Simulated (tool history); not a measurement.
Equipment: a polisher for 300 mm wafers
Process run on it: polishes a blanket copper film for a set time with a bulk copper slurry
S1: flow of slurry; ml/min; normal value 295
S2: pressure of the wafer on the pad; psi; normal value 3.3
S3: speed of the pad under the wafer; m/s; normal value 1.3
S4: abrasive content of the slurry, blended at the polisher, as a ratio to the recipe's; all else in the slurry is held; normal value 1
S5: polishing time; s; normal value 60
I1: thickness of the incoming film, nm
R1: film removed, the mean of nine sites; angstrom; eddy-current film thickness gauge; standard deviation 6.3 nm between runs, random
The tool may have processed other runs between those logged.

run    hour   S1   S2    S3    S4  S5      I1     R1
  1       0  295  2.8   1.3     1  60  2367.5   6833
       12.8  -- head pressure recalibrated
       56.8  -- worn pad replaced by a new one
  2    72.3  295  2.8   1.3     1  60  2385.6   6708
      124.4  -- slurry nozzle cleaned
  3   159.6  295  3.9  1.16     1  60  2333.1   8469
  4   233.4  295  3.9  1.16     1  60  2370.8   8549
        255  -- slurry blender recalibrated
  5   278.4  295  3.3   1.3     1  53  2345.6   7170
  6     340  295  3.3   1.3     1  60  2368.8   8122
  7   430.3  235  3.3   1.3     1  46    2408   6071
        507  -- worn pad replaced by a new one
  8   507.5  235  3.3   1.3     1  46  2370.2   6045
        537  -- head pressure recalibrated
  9   546.8  295  3.3   1.3     1  60  2346.3   7821
      578.7  -- slurry nozzle cleaned
 10   640.2  295  3.3   1.3     1  60  2369.3   7757
 11   695.9  295  3.3   1.3     1  60  2371.6   7844
      703.8  -- slurry blender recalibrated
 12     843  295  3.6   1.3     1  60  2394.4   8770
 13   892.3  295  3.6   1.3     1  60  2392.7   8687
 14   941.8  295    4  1.06     1  51    2375   7096
      951.4  -- worn pad replaced by a new one
     1000.9  -- head pressure recalibrated
 15  1031.1  295  3.3   1.3     1  60  2373.7   7930
     1054.4  -- slurry nozzle cleaned
 16  1109.3  295  3.3   1.3     1  60  2379.8   7867
 17  1176.8  295  3.3   1.3     1  60    2359   7781
     1187.4  -- slurry blender recalibrated
 18  1281.7  375  3.3  0.98     1  77  2372.8   8576
 19  1375.3  340  2.2  1.68     1  60  2327.8   6513
     1439.6  -- head pressure recalibrated
 20    1479  255  3.3   1.3     1  67    2339   8763
     1498.9  -- worn pad replaced by a new one
 21    1528  365  2.7  0.96   1.1  60  2377.3   5425
     1552.8  -- slurry nozzle cleaned
 22  1576.6  295  3.3   1.3     1  67  2386.9   8825
 23  1676.5  235    4   1.6   0.8  60  2328.2  10448
 24  1727.5  195  4.1   1.3   0.7  41  2333.8   5997
     1738.6  -- slurry blender recalibrated
 25  1778.3  295  3.3   1.3     1  60  2422.7   8192
 26  1881.4  375  3.3  1.56     1  76  2342.7  11732
 27    1969  295  3.3   1.3  0.85  78  2401.9   9932
     2003.1  -- head pressure recalibrated
       2027  -- worn pad replaced by a new one
     2064.1  -- slurry nozzle cleaned
 28  2065.8  295  3.3   1.3     1  73  2368.6   9656
 29  2226.8  365  3.8   1.3   1.1  72  2336.8  11208

Had the tool no unlogged condition, and each run kept its random variation, what would the results have been?
Unlogged tool condition in this case: removal rate lost through wear of the pad, %; slurry flow missing at the pad, %; deviation of the head's pressure from its setpoint, %; abrasive missing from the slurry, %.
run     R1
  1   7138
  2   7055
  3   8952
  4   9060
  5   7235
  6   8313
  7   6300
  8   6320
  9   8198
 10   8165
 11   8270
 12   9075
 13   9045
 14   7423
 15   8344
 16   8302
 17   8225
 18   8771
 19   6750
 20   9158
 21   5688
 22   9263
 23  10976
 24   6298
 25   8307
 26  12132
 27  10361
 28  10147
 29  11844
